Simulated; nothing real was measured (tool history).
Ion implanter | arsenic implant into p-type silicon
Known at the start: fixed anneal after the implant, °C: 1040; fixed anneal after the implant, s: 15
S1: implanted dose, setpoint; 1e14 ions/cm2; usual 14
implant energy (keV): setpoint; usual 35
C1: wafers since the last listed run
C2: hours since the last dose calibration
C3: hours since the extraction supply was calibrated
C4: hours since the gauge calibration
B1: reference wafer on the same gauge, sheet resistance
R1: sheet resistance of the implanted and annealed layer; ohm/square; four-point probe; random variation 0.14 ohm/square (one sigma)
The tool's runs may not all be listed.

Run 1, hour 0: usual settings; C1 0; C2 1190.1; C3 3070.3; C4 262.5; B1 94.13. Result: R1 89.91 ohm/square.
Run 2, hour 9.5: usual settings; C1 138; C2 1199.6; C3 3079.8; C4 272; B1 94.13. Result: R1 90.04 ohm/square.
Run 3, hour 19.2: usual settings; C1 141; C2 1209.3; C3 3089.5; C4 281.7; B1 94.11. Result: R1 89.74 ohm/square.
Run 4, hour 29.5: usual settings; C1 150; C2 1219.6; C3 3099.8; C4 292; B1 94.1. Result: R1 89.7 ohm/square.
Run 5, hour 44.3: usual settings but implant energy (keV) 43; C1 215; C2 1234.4; C3 3114.6; C4 306.8; B1 94.06. Result: R1 85.22 ohm/square.
Run 6, hour 50.5: usual settings but S1 15.66 1e14 ions/cm2; C1 90; C2 1240.6; C3 3120.8; C4 313; B1 94.1. Result: R1 85.02 ohm/square.
Run 7, hour 63: usual settings but S1 15.66 1e14 ions/cm2; C1 182; C2 1253.1; C3 3133.3; C4 325.5; B1 94.1. Result: R1 84.89 ohm/square.
Run 8, hour 115.9: usual settings but implant energy (keV) 28; C1 771; C2 1306; C3 3186.2; C4 378.4; B1 94.06. Result: R1 94.82 ohm/square.
At hour 126.8: extraction supply calibrated.
Run 9, hour 130.2: usual settings but implant energy (keV) 38.5; C1 91; C2 1320.3; C3 3.4; C4 392.7; B1 94.11. Result: R1 87.8 ohm/square.
Run 10, hour 145.3: usual settings but implant energy (keV) 38.5; C1 220; C2 1335.4; C3 18.5; C4 407.8; B1 94.16. Result: R1 87.65 ohm/square.
At hour 148.8: gauge calibrated.
Run 11, hour 154.8: usual settings but implant energy (keV) 38.5; C1 138; C2 1344.9; C3 28; C4 6; B1 94.09. Result: R1 87.61 ohm/square.
Run 12, hour 166.9: usual settings but S1 10.89 1e14 ions/cm2; C1 176; C2 1357; C3 40.1; C4 18.1; B1 94.09. Result: R1 103.45 ohm/square.
Run 13, hour 176.6: usual settings but S1 10.89 1e14 ions/cm2; C1 141; C2 1366.7; C3 49.8; C4 27.8; B1 94.1. Result: R1 103.17 ohm/square.
Run 14, hour 192.4: usual settings but implant energy (keV) 32; C1 230; C2 1382.5; C3 65.6; C4 43.6; B1 94.06. Result: R1 92.08 ohm/square.
Run 15, hour 220.3: usual settings but implant energy (keV) 39; C1 407; C2 1410.4; C3 93.5; C4 71.5; B1 94.1. Result: R1 87.42 ohm/square.
Run 16, hour 238: usual settings but S1 10.63 1e14 ions/cm2, implant energy (keV) 24.5; C1 258; C2 1428.1; C3 111.2; C4 89.2; B1 94.08. Result: R1 112.27 ohm/square.
Run 17, hour 255.8: usual settings but S1 10.55 1e14 ions/cm2, implant energy (keV) 27; C1 259; C2 1445.9; C3 129; C4 107; B1 94.16. Result: R1 110.45 ohm/square.
Run 18, hour 262.6: usual settings but S1 17.52 1e14 ions/cm2, implant energy (keV) 42.5; C1 99; C2 1452.7; C3 135.8; C4 113.8; B1 94.03. Result: R1 76.45 ohm/square.
Run 19, hour 275.9: usual settings but implant energy (keV) 27.5; C1 194; C2 1466; C3 149.1; C4 127.1; B1 94.13. Result: R1 95.46 ohm/square.
Run 20, hour 283.2: usual settings but S1 12.46 1e14 ions/cm2, implant energy (keV) 24; C1 106; C2 1473.3; C3 156.4; C4 134.4; B1 94.11. Result: R1 103.59 ohm/square.
Run 21, hour 294.6: usual settings but S1 12.95 1e14 ions/cm2, implant energy (keV) 23.5; C1 166; C2 1484.7; C3 167.8; C4 145.8; B1 94.04. Result: R1 102.18 ohm/square.
Run 22, hour 311.2: usual settings but S1 11.26 1e14 ions/cm2, implant energy (keV) 23.5; C1 242; C2 1501.3; C3 184.4; C4 162.4; B1 94.04. Result: R1 109.58 ohm/square.
Run 23, hour 318.7: usual settings but S1 10.87 1e14 ions/cm2, implant energy (keV) 25; C1 109; C2 1508.8; C3 191.9; C4 169.9; B1 94.11. Result: R1 110.8 ohm/square.
Run 24, hour 326.2: usual settings; C1 109; C2 1516.3; C3 199.4; C4 177.4; B1 94.14. Result: R1 89.6 ohm/square.
At hour 342.1: Faraday cup replaced and dose calibrated.
Run 25, hour 342.6: usual settings but S1 12.89 1e14 ions/cm2; C1 122; C2 0.5; C3 215.8; C4 193.8; B1 94.12. Result: R1 97 ohm/square.
Run 26, hour 352: usual settings but S1 15.94 1e14 ions/cm2, implant energy (keV) 39.5; C1 137; C2 9.9; C3 225.2; C4 203.2; B1 94.05. Result: R1 83.89 ohm/square.
Run 27, hour 380.8: usual settings but S1 12.53 1e14 ions/cm2, implant energy (keV) 27; C1 420; C2 38.7; C3 254; C4 232; B1 94.15. Result: R1 103.88 ohm/square.
Run 28, hour 393.5: usual settings but S1 10.55 1e14 ions/cm2, implant energy (keV) 27; C1 185; C2 51.4; C3 266.7; C4 244.7; B1 94.09. Result: R1 114.52 ohm/square.
Run 29, hour 408.5: usual settings but S1 11.46 1e14 ions/cm2; C1 218; C2 66.4; C3 281.7; C4 259.7; B1 94.13. Result: R1 103.5 ohm/square.
Run 30, hour 423.5: usual settings but S1 17.8 1e14 ions/cm2, implant energy (keV) 31; C1 218; C2 81.4; C3 296.7; C4 274.7; B1 94.1. Result: R1 85.09 ohm/square.
Run 31, hour 433.3: usual settings; C1 142; C2 91.2; C3 306.5; C4 284.5; B1 94.1. Result: R1 92.35 ohm/square.
Run 32, hour 448.3: usual settings but S1 11.35 1e14 ions/cm2, implant energy (keV) 29; C1 218; C2 106.2; C3 321.5; C4 299.5; B1 94.15. Result: R1 108.08 ohm/square.
Run 33, hour 456.9: usual settings but S1 10.55 1e14 ions/cm2, implant energy (keV) 27; C1 125; C2 114.8; C3 330.1; C4 308.1; B1 94.13. Result: R1 114.08 ohm/square.
Run 34, hour 468.2: usual settings but S1 16.87 1e14 ions/cm2, implant energy (keV) 44; C1 164; C2 126.1; C3 341.4; C4 319.4; B1 94.08. Result: R1 78.55 ohm/square.
Run 35, hour 485.2: usual settings but S1 12.95 1e14 ions/cm2, implant energy (keV) 23.5; C1 247; C2 143.1; C3 358.4; C4 336.4; B1 94.12. Result: R1 104.4 ohm/square.
Run 36, hour 500.8: usual settings but S1 10.68 1e14 ions/cm2, implant energy (keV) 44.5; C1 227; C2 158.7; C3 374; C4 352; B1 94.12. Result: R1 102.81 ohm/square.
Run 37, hour 513: usual settings but S1 16.36 1e14 ions/cm2, implant energy (keV) 40.5; C1 177; C2 170.9; C3 386.2; C4 364.2; B1 94.11. Result: R1 81.73 ohm/square.
Run 38, hour 524.8: usual settings but implant energy (keV) 25.5; C1 172; C2 182.7; C3 398; C4 376; B1 94.1. Result: R1 98.74 ohm/square.

How the hidden state differs across the entries between the runs, from the last listed run before each to the first after it:
Between runs 8 and 9: extraction supply calibrated (hour 126.8)
  deviation of the true dose from the Faraday cup's reading, %: 5.44 -> 5.45
  measured less the result without the state, R1: -2.41 -> -2.57 ohm/square
Between runs 10 and 11: gauge calibrated (hour 148.8)
  no hidden state differs between the two runs
  measured less the result without the state, R1: -2.57 -> -2.57 ohm/square
Between runs 24 and 25: Faraday cup replaced and dose calibrated (hour 342.1)
  deviation of the true dose from the Faraday cup's reading, %: 5.6 -> -0.65
  measured less the result without the state, R1: -2.58 -> +0.36 ohm/square
